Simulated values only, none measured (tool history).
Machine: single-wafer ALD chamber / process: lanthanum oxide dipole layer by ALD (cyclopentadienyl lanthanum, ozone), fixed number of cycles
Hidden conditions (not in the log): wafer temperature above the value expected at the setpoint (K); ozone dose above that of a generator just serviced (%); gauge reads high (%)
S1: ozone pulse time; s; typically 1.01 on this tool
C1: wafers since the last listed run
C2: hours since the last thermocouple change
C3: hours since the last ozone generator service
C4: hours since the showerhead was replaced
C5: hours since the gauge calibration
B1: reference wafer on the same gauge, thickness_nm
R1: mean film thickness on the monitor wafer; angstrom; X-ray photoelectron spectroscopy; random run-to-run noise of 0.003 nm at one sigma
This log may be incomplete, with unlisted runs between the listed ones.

| run | hour | S1 | C1 | C2 | C3 | C4 | C5 | B1 | R1 |
|---|---|---|---|---|---|---|---|---|---|
| 1 | 0 | 1.01 | 0 | 741.3 | 884.6 | 3092.8 | 332.9 | 0.482 | 4.92 |
| 2 | 19.2 | 1.32 | 401 | 760.5 | 903.8 | 3112 | 352.1 | 0.484 | 5.39 |
| 3 | 37.6 | 0.92 | 384 | 778.9 | 922.2 | 3130.4 | 370.5 | 0.484 | 4.67 |
| 4 | 53 | 0.92 | 321 | 794.3 | 937.6 | 3145.8 | 385.9 | 0.483 | 4.73 |
| 5 | 69.6 | 1.01 | 347 | 810.9 | 954.2 | 3162.4 | 402.5 | 0.483 | 4.9 |
| 6 | 168.5 | 1.01 | 2067 | 909.8 | 1053.1 | 3261.3 | 501.4 | 0.484 | 4.89 |
| 7 | 200.4 | 1.01 | 666 | 941.7 | 1085 | 3293.2 | 533.3 | 0.482 | 4.85 |
| 8 | 222 | 1.11 | 451 | 963.3 | 1106.6 | 3314.8 | 554.9 | 0.482 | 5.09 |
| 9 | 236.3 | 1.27 | 298 | 977.6 | 1120.9 | 3329.1 | 569.2 | 0.482 | 5.26 |
| 10 | 326 | 1.01 | 1875 | 1067.3 | 1210.6 | 3418.8 | 658.9 | 0.484 | 4.92 |
| 11 | 361 | 1.01 | 731 | 1102.3 | 1245.6 | 3453.8 | 693.9 | 0.483 | 4.82 |
| 12 | 376.1 | 1.01 | 315 | 1117.4 | 1260.7 | 3468.9 | 709 | 0.483 | 4.84 |
|  | 391.3 | thermocouple changed; heater temperature recalibrated |
| 13 | 391.8 | 0.9 | 160 | 0.5 | 1276.4 | 3484.6 | 724.7 | 0.484 | 4.58 |
| 14 | 407.9 | 1.01 | 336 | 16.6 | 1292.5 | 3500.7 | 740.8 | 0.483 | 4.8 |
| 15 | 429.8 | 1.25 | 457 | 38.5 | 1314.4 | 3522.6 | 762.7 | 0.483 | 5.24 |
| 16 | 463.6 | 0.76 | 706 | 72.3 | 1348.2 | 3556.4 | 796.5 | 0.483 | 4.12 |
| 17 | 491.4 | 0.84 | 581 | 100.1 | 1376 | 3584.2 | 824.3 | 0.483 | 4.39 |
|  | 502.5 | ozone generator serviced |
| 18 | 512.5 | 1.01 | 273 | 121.2 | 10 | 3605.3 | 845.4 | 0.483 | 4.97 |
|  | 536.3 | showerhead replaced |
| 19 | 536.8 | 0.64 | 340 | 145.5 | 34.3 | 0.5 | 869.7 | 0.483 | 3.76 |
| 20 | 569 | 1.36 | 673 | 177.7 | 66.5 | 32.7 | 901.9 | 0.483 | 5.39 |
| 21 | 587.5 | 0.72 | 386 | 196.2 | 85 | 51.2 | 920.4 | 0.483 | 4.08 |
| 22 | 607.6 | 1.38 | 420 | 216.3 | 105.1 | 71.3 | 940.5 | 0.483 | 5.43 |
| 23 | 639.6 | 1.12 | 669 | 248.3 | 137.1 | 103.3 | 972.5 | 0.484 | 5.15 |
| 24 | 653.7 | 1.01 | 294 | 262.4 | 151.2 | 117.4 | 986.6 | 0.485 | 5 |
|  | 666.9 | gauge calibrated |
| 25 | 669.5 | 1.14 | 330 | 278.2 | 167 | 133.2 | 2.6 | 0.483 | 5.18 |
| 26 | 696.2 | 0.75 | 558 | 304.9 | 193.7 | 159.9 | 29.3 | 0.484 | 4.22 |
| 27 | 716.3 | 1.22 | 420 | 325 | 213.8 | 180 | 49.4 | 0.483 | 5.3 |
| 28 | 801.5 | 0.67 | 1781 | 410.2 | 299 | 265.2 | 134.6 | 0.482 | 3.88 |
| 29 | 813.7 | 1.29 | 255 | 422.4 | 311.2 | 277.4 | 146.8 | 0.483 | 5.35 |
| 30 | 836.2 | 1.01 | 470 | 444.9 | 333.7 | 299.9 | 169.3 | 0.483 | 4.96 |
| 31 | 850.2 | 1.33 | 292 | 458.9 | 347.7 | 313.9 | 183.3 | 0.482 | 5.42 |
| 32 | 874.7 | 1.13 | 512 | 483.4 | 372.2 | 338.4 | 207.8 | 0.483 | 5.13 |
| 33 | 895.1 | 1.34 | 426 | 503.8 | 392.6 | 358.8 | 228.2 | 0.482 | 5.39 |
| 34 | 917.2 | 0.65 | 462 | 525.9 | 414.7 | 380.9 | 250.3 | 0.483 | 3.79 |

What if the next run were any one of these 4? Each begins from the tool's condition after run 34:
| A | 917.6 | 1.01 | 8 | 526.3 | 415.1 | 381.3 | 250.7 | ? | ? |
| B | 917.6 | 1.35 | 8 | 526.3 | 415.1 | 381.3 | 250.7 | ? | ? |
| C | 917.6 | 1.37 | 8 | 526.3 | 415.1 | 381.3 | 250.7 | ? | ? |
| D | 917.6 | 0.8 | 8 | 526.3 | 415.1 | 381.3 | 250.7 | ? | ? |

| run | B1 | R1 |
|---|---|---|
| A | 0.484 | 4.92 |
| B | 0.484 | 5.39 |
| C | 0.484 | 5.41 |
| D | 0.484 | 4.36 |
With no hidden state in the tool, these same runs would have given:
| run | R1 |
|---|---|
| A | 4.99 |
| B | 5.43 |
| C | 5.45 |
| D | 4.45 |
